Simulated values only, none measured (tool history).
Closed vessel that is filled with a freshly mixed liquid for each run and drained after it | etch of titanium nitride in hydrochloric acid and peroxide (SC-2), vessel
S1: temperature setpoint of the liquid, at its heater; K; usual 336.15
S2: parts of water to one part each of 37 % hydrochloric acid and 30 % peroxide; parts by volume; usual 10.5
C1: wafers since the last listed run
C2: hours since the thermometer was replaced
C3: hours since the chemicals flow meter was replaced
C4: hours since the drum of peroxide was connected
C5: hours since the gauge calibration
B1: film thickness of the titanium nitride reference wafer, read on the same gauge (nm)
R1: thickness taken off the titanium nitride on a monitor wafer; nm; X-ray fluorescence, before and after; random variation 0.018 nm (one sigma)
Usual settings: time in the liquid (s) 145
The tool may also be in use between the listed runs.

{"run": 1, "hour": 0.0, "S1": 333.65, "S2": 10.5, "time in the liquid (s)": 145, "C1": 0, "C2": 1977.7, "C3": 1704.6, "C4": 1227.6, "C5": 20.7, "B1": 60.05, "R1": 3.6}
{"run": 2, "hour": 9.7, "S1": 341.15, "S2": 10.5, "time in the liquid (s)": 215, "C1": 593, "C2": 1987.4, "C3": 1714.3, "C4": 1237.3, "C5": 30.4, "B1": 60.01, "R1": 8.47}
{"run": 3, "hour": 25.9, "S1": 341.15, "S2": 10.5, "time in the liquid (s)": 215, "C1": 991, "C2": 2003.6, "C3": 1730.5, "C4": 1253.5, "C5": 46.6, "B1": 60.01, "R1": 8.41}
{"run": 4, "hour": 43.1, "S1": 336.15, "S2": 10.5, "time in the liquid (s)": 145, "C1": 1052, "C2": 2020.8, "C3": 1747.7, "C4": 1270.7, "C5": 63.8, "B1": 60.05, "R1": 4.16}
{"run": 5, "hour": 51.4, "S1": 336.15, "S2": 10.5, "time in the liquid (s)": 145, "C1": 508, "C2": 2029.1, "C3": 1756, "C4": 1279, "C5": 72.1, "B1": 59.96, "R1": 4.16}
{"run": 6, "hour": 63.5, "S1": 336.15, "S2": 10.5, "time in the liquid (s)": 145, "C1": 740, "C2": 2041.2, "C3": 1768.1, "C4": 1291.1, "C5": 84.2, "B1": 60.06, "R1": 4.15}
{"run": 7, "hour": 78.2, "S1": 336.15, "S2": 10.5, "time in the liquid (s)": 145, "C1": 899, "C2": 2055.9, "C3": 1782.8, "C4": 1305.8, "C5": 98.9, "B1": 60, "R1": 4.15}
{"hour": 81.6, "done": "thermometer replaced"}
{"run": 8, "hour": 93.6, "S1": 336.15, "S2": 10.5, "time in the liquid (s)": 145, "C1": 881, "C2": 12, "C3": 1798.2, "C4": 1321.2, "C5": 114.3, "B1": 59.99, "R1": 4.9}
{"hour": 119.7, "done": "new drum of peroxide connected"}
{"run": 9, "hour": 124.1, "S1": 343.15, "S2": 10.5, "time in the liquid (s)": 145, "C1": 1805, "C2": 42.5, "C3": 1828.7, "C4": 4.4, "C5": 144.8, "B1": 59.99, "R1": 7.43}
{"run": 10, "hour": 133.0, "S1": 328.15, "S2": 14.5, "time in the liquid (s)": 145, "C1": 544, "C2": 51.4, "C3": 1837.6, "C4": 13.3, "C5": 153.7, "B1": 59.98, "R1": 2.2}
{"run": 11, "hour": 146.9, "S1": 336.15, "S2": 10.5, "time in the liquid (s)": 145, "C1": 850, "C2": 65.3, "C3": 1851.5, "C4": 27.2, "C5": 167.6, "B1": 60.01, "R1": 4.88}
{"hour": 152.3, "done": "chemicals flow meter replaced"}
{"run": 12, "hour": 161.7, "S1": 336.15, "S2": 10.5, "time in the liquid (s)": 145, "C1": 844, "C2": 80.1, "C3": 9.4, "C4": 42, "C5": 182.4, "B1": 59.95, "R1": 5.41}
{"run": 13, "hour": 177.5, "S1": 345.15, "S2": 12.5, "time in the liquid (s)": 185, "C1": 967, "C2": 95.9, "C3": 25.2, "C4": 57.8, "C5": 198.2, "B1": 59.97, "R1": 10.19}
{"hour": 178.8, "done": "gauge calibrated"}
{"run": 14, "hour": 189.4, "S1": 341.65, "S2": 13, "time in the liquid (s)": 145, "C1": 728, "C2": 107.8, "C3": 37.1, "C4": 69.7, "C5": 10.6, "B1": 59.95, "R1": 6.25}
{"run": 15, "hour": 198.3, "S1": 332.65, "S2": 14.5, "time in the liquid (s)": 75, "C1": 544, "C2": 116.7, "C3": 46, "C4": 78.6, "C5": 19.5, "B1": 60.06, "R1": 1.69}
{"run": 16, "hour": 211.2, "S1": 332.65, "S2": 14.5, "time in the liquid (s)": 75, "C1": 789, "C2": 129.6, "C3": 58.9, "C4": 91.5, "C5": 32.4, "B1": 60.01, "R1": 1.69}
{"run": 17, "hour": 228.1, "S1": 336.15, "S2": 6, "time in the liquid (s)": 90, "C1": 1034, "C2": 146.5, "C3": 75.8, "C4": 108.4, "C5": 49.3, "B1": 59.94, "R1": 5.18}
{"run": 18, "hour": 241.2, "S1": 336.15, "S2": 10.5, "time in the liquid (s)": 120, "C1": 801, "C2": 159.6, "C3": 88.9, "C4": 121.5, "C5": 62.4, "B1": 59.95, "R1": 4.43}

Forecast each of these 3 alternatives for the next run:
{"run": "A", "hour": 241.9, "S1": 336.15, "S2": 10.5, "time in the liquid (s)": 200, "C1": 42, "C2": 160.3, "C3": 89.6, "C4": 122.2, "C5": 63.1, "B1": "?", "R1": "?"}
{"run": "B", "hour": 241.9, "S1": 329.15, "S2": 13.5, "time in the liquid (s)": 215, "C1": 42, "C2": 160.3, "C3": 89.6, "C4": 122.2, "C5": 63.1, "B1": "?", "R1": "?"}
{"run": "C", "hour": 241.9, "S1": 341.15, "S2": 13.5, "time in the liquid (s)": 70, "C1": 42, "C2": 160.3, "C3": 89.6, "C4": 122.2, "C5": 63.1, "B1": "?", "R1": "?"}

run=A B1=60 R1=7.33
run=B B1=60 R1=4.08
run=C B1=60 R1=2.8
Without the tool's hidden state the same runs would have given:
run=A R1=7.68
run=B R1=4.29
run=C R1=2.94

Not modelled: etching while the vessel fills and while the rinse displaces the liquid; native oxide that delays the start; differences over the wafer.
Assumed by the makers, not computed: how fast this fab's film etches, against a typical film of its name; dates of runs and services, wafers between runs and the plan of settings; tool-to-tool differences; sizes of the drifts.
